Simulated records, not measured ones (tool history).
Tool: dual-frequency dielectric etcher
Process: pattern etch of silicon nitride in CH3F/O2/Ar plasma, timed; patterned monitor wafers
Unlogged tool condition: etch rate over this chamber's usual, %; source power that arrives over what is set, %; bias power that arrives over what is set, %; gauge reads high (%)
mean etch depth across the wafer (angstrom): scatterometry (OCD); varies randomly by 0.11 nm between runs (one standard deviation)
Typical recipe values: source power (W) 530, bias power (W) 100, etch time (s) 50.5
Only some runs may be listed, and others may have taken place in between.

run	hour	source power (W)	bias power (W)	etch time (s)	wafers since the last listed run	hours since the last wet clean	hours since the last source power generator calibration	hours since the last bias power generator calibration	hours since the last upper electrode change	hours since the gauge calibration	read-back reference wafer on the same gauge, depth_nm	mean etch depth across the wafer (angstrom)
1	0.0	530	100	50.5	0	358.4	3570.5	709.2	4416.2	833.9	39.02	424.8
2	56.2	530	100	50.5	646	414.6	3626.7	765.4	4472.4	890.1	39.00	426.4
# hour 124.9: wet clean of the chamber
3	125.4	530	100	50.5	519	0.5	3695.9	834.6	4541.6	959.3	38.98	425.3
4	160.4	530	100	50.5	402	35.5	3730.9	869.6	4576.6	994.3	39.00	426.7
5	185.9	530	100	50.5	293	61.0	3756.4	895.1	4602.1	1019.8	39.02	425.9
6	249.2	530	100	50.5	728	124.3	3819.7	958.4	4665.4	1083.1	39.03	426.5
7	279.3	530	100	50.5	346	154.4	3849.8	988.5	4695.5	1113.2	39.02	428.5
8	335.2	530	100	50.5	643	210.3	3905.7	1044.4	4751.4	1169.1	39.01	426.9
9	390.4	560	100	50.5	634	265.5	3960.9	1099.6	4806.6	1224.3	38.97	438.9
10	461.2	560	100	50.5	814	336.3	4031.7	1170.4	4877.4	1295.1	38.97	437.5
11	503.4	560	100	50.5	485	378.5	4073.9	1212.6	4919.6	1337.3	39.01	439.4
12	545.6	530	100	50.5	485	420.7	4116.1	1254.8	4961.8	1379.5	39.00	427.5
# hour 551.0: source power generator calibrated
13	586.2	530	100	50.5	421	461.3	35.2	1295.4	5002.4	1420.1	39.01	440.9
# hour 645.1: wet clean of the chamber
14	645.6	530	100	56.0	407	0.5	94.6	1354.8	5061.8	1479.5	39.02	487.5
# hour 695.0: upper electrode replaced
15	700.3	530	100	50.5	353	55.2	149.3	1409.5	5.3	1534.2	39.00	440.0
16	759.5	470	121	40.0	681	114.4	208.5	1468.7	64.5	1593.4	39.00	349.5
17	813.2	530	100	50.5	617	168.1	262.2	1522.4	118.2	1647.1	39.03	440.7
18	870.9	530	115	65.0	663	225.8	319.9	1580.1	175.9	1704.8	38.99	590.6
# hour 903.3: gauge calibrated
19	919.0	530	91	50.5	553	273.9	368.0	1628.2	224.0	15.7	39.01	427.8
20	976.4	570	116	55.0	660	331.3	425.4	1685.6	281.4	73.1	38.95	519.1
21	1014.6	610	117	61.5	439	369.5	463.6	1723.8	319.6	111.3	39.00	597.1
22	1052.0	410	76	50.5	430	406.9	501.0	1761.2	357.0	148.7	38.97	362.5
# hour 1063.8: bias power generator calibrated
23	1115.5	530	76	44.5	684	470.4	564.5	51.7	420.5	212.2	39.01	354.9
# hour 1144.8: wet clean of the chamber
24	1159.3	530	100	50.5	227	14.5	608.3	95.5	464.3	256.0	38.98	432.4
25	1259.8	530	100	50.5	1156	115.0	708.8	196.0	564.8	356.5	39.02	433.2
26	1286.0	530	100	50.5	301	141.2	735.0	222.2	591.0	382.7	38.99	434.5
27	1435.1	530	100	50.5	1715	290.3	884.1	371.3	740.1	531.8	39.01	432.3
28	1481.9	580	76	55.0	538	337.1	930.9	418.1	786.9	578.6	39.02	455.4

4 options for the next run, each taken on its own from the tool as it stands now. Forecast them:
A	1482.3	530	100	50.5	4	337.5	931.3	418.5	787.3	579.0	?	?
B	1482.3	580	83	56.0	4	337.5	931.3	418.5	787.3	579.0	?	?
C	1482.3	530	100	36.5	4	337.5	931.3	418.5	787.3	579.0	?	?
D	1482.3	530	100	57.0	4	337.5	931.3	418.5	787.3	579.0	?	?

run	read-back reference wafer on the same gauge, depth_nm	mean etch depth across the wafer (angstrom)
A	38.98	434.7
B	38.98	475.1
C	38.98	314.2
D	38.98	490.6
Take away the tool's hidden state, keep each run's random variation, and the runs would have read:
run	mean etch depth across the wafer (angstrom)
A	437.5
B	478.3
C	316.2
D	493.8

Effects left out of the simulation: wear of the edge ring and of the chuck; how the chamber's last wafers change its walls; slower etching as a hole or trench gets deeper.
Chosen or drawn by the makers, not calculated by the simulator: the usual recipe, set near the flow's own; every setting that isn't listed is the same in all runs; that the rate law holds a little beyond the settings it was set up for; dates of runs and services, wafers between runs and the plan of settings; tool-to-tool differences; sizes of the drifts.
